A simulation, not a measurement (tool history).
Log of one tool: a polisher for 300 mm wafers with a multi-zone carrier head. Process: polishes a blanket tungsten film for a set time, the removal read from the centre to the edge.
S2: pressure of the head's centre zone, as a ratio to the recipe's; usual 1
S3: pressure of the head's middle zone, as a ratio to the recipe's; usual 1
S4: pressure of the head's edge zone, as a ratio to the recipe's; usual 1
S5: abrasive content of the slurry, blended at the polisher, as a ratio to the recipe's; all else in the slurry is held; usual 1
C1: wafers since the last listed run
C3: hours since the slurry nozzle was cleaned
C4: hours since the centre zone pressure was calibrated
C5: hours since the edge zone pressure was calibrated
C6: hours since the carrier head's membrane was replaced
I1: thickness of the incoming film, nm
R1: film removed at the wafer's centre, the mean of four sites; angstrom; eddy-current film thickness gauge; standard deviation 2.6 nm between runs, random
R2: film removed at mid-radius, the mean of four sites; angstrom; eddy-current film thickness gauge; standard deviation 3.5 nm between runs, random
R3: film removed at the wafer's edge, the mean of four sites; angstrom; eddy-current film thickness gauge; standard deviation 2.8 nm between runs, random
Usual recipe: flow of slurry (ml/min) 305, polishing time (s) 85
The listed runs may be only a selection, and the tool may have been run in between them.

Run 1, hour 0: usual settings; C1 0; wafers polished on this pad 1206; C3 428.7; C4 555.2; C5 883.1; C6 1409.2; I1 1264.7. Result: R1 4014 angstrom, R2 3874 angstrom, R3 4038 angstrom.
Run 2, hour 67.2: usual settings but polishing time (s) 94; C1 658; wafers polished on this pad 1864; C3 495.9; C4 622.4; C5 950.3; C6 1476.4; I1 1260.5. Result: R1 4416 angstrom, R2 4317 angstrom, R3 4447 angstrom.
Run 3, hour 137.9: usual settings but flow of slurry (ml/min) 280, S4 0.91; C1 692; wafers polished on this pad 2556; C3 566.6; C4 693.1; C5 1021; C6 1547.1; I1 1229.3. Result: R1 3948 angstrom, R2 3856 angstrom, R3 3891 angstrom.
At hour 173: worn pad replaced by a new one.
Run 4, hour 188.4: usual settings but S3 1.06; C1 455; wafers polished on this pad 151; C3 617.1; C4 743.6; C5 1071.5; C6 1597.6; I1 1242.5. Result: R1 3965 angstrom, R2 4076 angstrom, R3 3977 angstrom.
At hour 209.8: slurry nozzle cleaned.
Run 5, hour 274.8: usual settings but flow of slurry (ml/min) 375, S4 0.96; C1 836; wafers polished on this pad 987; C3 65; C4 830; C5 1157.9; C6 1684; I1 1223.5. Result: R1 4110 angstrom, R2 4081 angstrom, R3 4111 angstrom.
Run 6, hour 299.7: usual settings but flow of slurry (ml/min) 210, S5 1.3, polishing time (s) 60; C1 243; wafers polished on this pad 1231; C3 89.9; C4 854.9; C5 1182.8; C6 1708.9; I1 1255.6. Result: R1 2907 angstrom, R2 2824 angstrom, R3 3001 angstrom.
Run 7, hour 348.7: usual settings but S2 1.07, S3 0.94; C1 479; wafers polished on this pad 1711; C3 138.9; C4 903.9; C5 1231.8; C6 1757.9; I1 1243.8. Result: R1 4358 angstrom, R2 3782 angstrom, R3 4098 angstrom.
At hour 362.7: edge zone pressure recalibrated.
Run 8, hour 417.6: usual settings but S2 0.96, S3 0.95, S5 0.75, polishing time (s) 98; C1 655; wafers polished on this pad 2366; C3 207.8; C4 972.8; C5 54.9; C6 1826.8; I1 1240.5. Result: R1 4196 angstrom, R2 4158 angstrom, R3 4381 angstrom.
Run 9, hour 442: usual settings but flow of slurry (ml/min) 240, S2 0.93, S3 0.9, S4 1.05; C1 238; wafers polished on this pad 2605; C3 232.2; C4 997.2; C5 79.3; C6 1851.2; I1 1237.1. Result: R1 3638 angstrom, R2 3436 angstrom, R3 4084 angstrom.
At hour 453.6: worn pad replaced by a new one.
Run 10, hour 479.5: usual settings but S4 1.06, S5 0.85; C1 328; wafers polished on this pad 254; C3 269.7; C4 1034.7; C5 116.8; C6 1888.7; I1 1239.7. Result: R1 3929 angstrom, R2 3736 angstrom, R3 4039 angstrom.
At hour 522.4: centre zone pressure recalibrated.
At hour 524.5: carrier head's membrane replaced by a new one.
Run 11, hour 530.3: usual settings but S3 0.88, S4 1.05, S5 0.75, polishing time (s) 100; C1 456; wafers polished on this pad 710; C3 320.5; C4 7.9; C5 167.6; C6 5.8; I1 1253.2. Result: R1 4408 angstrom, R2 3870 angstrom, R3 4645 angstrom.
Run 12, hour 557.8: usual settings but flow of slurry (ml/min) 220, S2 0.88, S4 0.95, S5 0.9; C1 269; wafers polished on this pad 980; C3 348; C4 35.4; C5 195.1; C6 33.3; I1 1239. Result: R1 3305 angstrom, R2 3679 angstrom, R3 3790 angstrom.
Run 13, hour 587.1: usual settings; C1 286; wafers polished on this pad 1267; C3 377.3; C4 64.7; C5 224.4; C6 62.6; I1 1239.5. Result: R1 3990 angstrom, R2 3936 angstrom, R3 4023 angstrom.
Run 14, hour 620.8: usual settings but S3 1.1, S4 1.07; C1 330; wafers polished on this pad 1597; C3 411; C4 98.4; C5 258.1; C6 96.3; I1 1252. Result: R1 3987 angstrom, R2 4244 angstrom, R3 4149 angstrom.
Run 15, hour 682.4: usual settings but S4 0.96; C1 603; wafers polished on this pad 2200; C3 472.6; C4 160; C5 319.7; C6 157.9; I1 1220.5. Result: R1 3973 angstrom, R2 3840 angstrom, R3 3982 angstrom.
Run 16, hour 718.1: usual settings but S2 0.95, S3 1.07, S4 0.92, polishing time (s) 74; C1 349; wafers polished on this pad 2550; C3 508.3; C4 195.7; C5 355.4; C6 193.6; I1 1253. Result: R1 3275 angstrom, R2 3632 angstrom, R3 3413 angstrom.
Run 17, hour 773.2: usual settings but flow of slurry (ml/min) 395, S2 0.89, S4 0.94, polishing time (s) 105; C1 539; wafers polished on this pad 3089; C3 563.4; C4 250.8; C5 410.5; C6 248.7; I1 1261. Result: R1 4444 angstrom, R2 4928 angstrom, R3 4974 angstrom.
At hour 785.6: worn pad replaced by a new one.
At hour 795.5: slurry nozzle cleaned.
Run 18, hour 820.5: usual settings; C1 414; wafers polished on this pad 332; C3 25; C4 298.1; C5 457.8; C6 296; I1 1238. Result: R1 4114 angstrom, R2 3977 angstrom, R3 4133 angstrom.
Run 19, hour 876.4: usual settings but flow of slurry (ml/min) 380, S4 0.93, polishing time (s) 100; C1 547; wafers polished on this pad 879; C3 80.9; C4 354; C5 513.7; C6 351.9; I1 1240. Result: R1 4880 angstrom, R2 4790 angstrom, R3 4759 angstrom.
Run 20, hour 902.7: usual settings; C1 257; wafers polished on this pad 1137; C3 107.2; C4 380.3; C5 540; C6 378.2; I1 1221.2. Result: R1 4037 angstrom, R2 3982 angstrom, R3 4121 angstrom.
Run 21, hour 956.2: usual settings but S3 0.95; C1 523; wafers polished on this pad 1661; C3 160.7; C4 433.8; C5 593.5; C6 431.7; I1 1252. Result: R1 4070 angstrom, R2 3848 angstrom, R3 4098 angstrom.

Hidden state or all else? Some run-to-run changes of R1, split into what the settings, what came in and random variation would give without the hidden state, and what is left for the hidden state (with any gauge scatter that isn't in both results):
The hidden state here: removal rate lost through wear of the pad, %; slurry flow missing at the pad, %; deviation of the centre zone's pressure from its setpoint, %; deviation of the edge zone's pressure from its setpoint, %.
Run 4 -> 5: flow of slurry (ml/min) 305 -> 375, S3 1.06 -> 1, S4 1 -> 0.96, slurry nozzle cleaned. R1 +145 angstrom: hidden state +116, all else +29.
Run 5 -> 6: flow of slurry (ml/min) 375 -> 210, S4 0.96 -> 1, S5 1 -> 1.3, polishing time (s) 85 -> 60. R1 -1203 angstrom: hidden state -9, all else -1194.
Run 6 -> 7: flow of slurry (ml/min) 210 -> 305, S2 1 -> 1.07, S3 1 -> 0.94, S5 1.3 -> 1, polishing time (s) 60 -> 85. R1 +1451 angstrom: hidden state -13, all else +1464.
Run 17 -> 18: flow of slurry (ml/min) 395 -> 305, S2 0.89 -> 1, S4 0.94 -> 1, polishing time (s) 105 -> 85, worn pad replaced by a new one, slurry nozzle cleaned. R1 -330 angstrom: hidden state +113, all else -443.
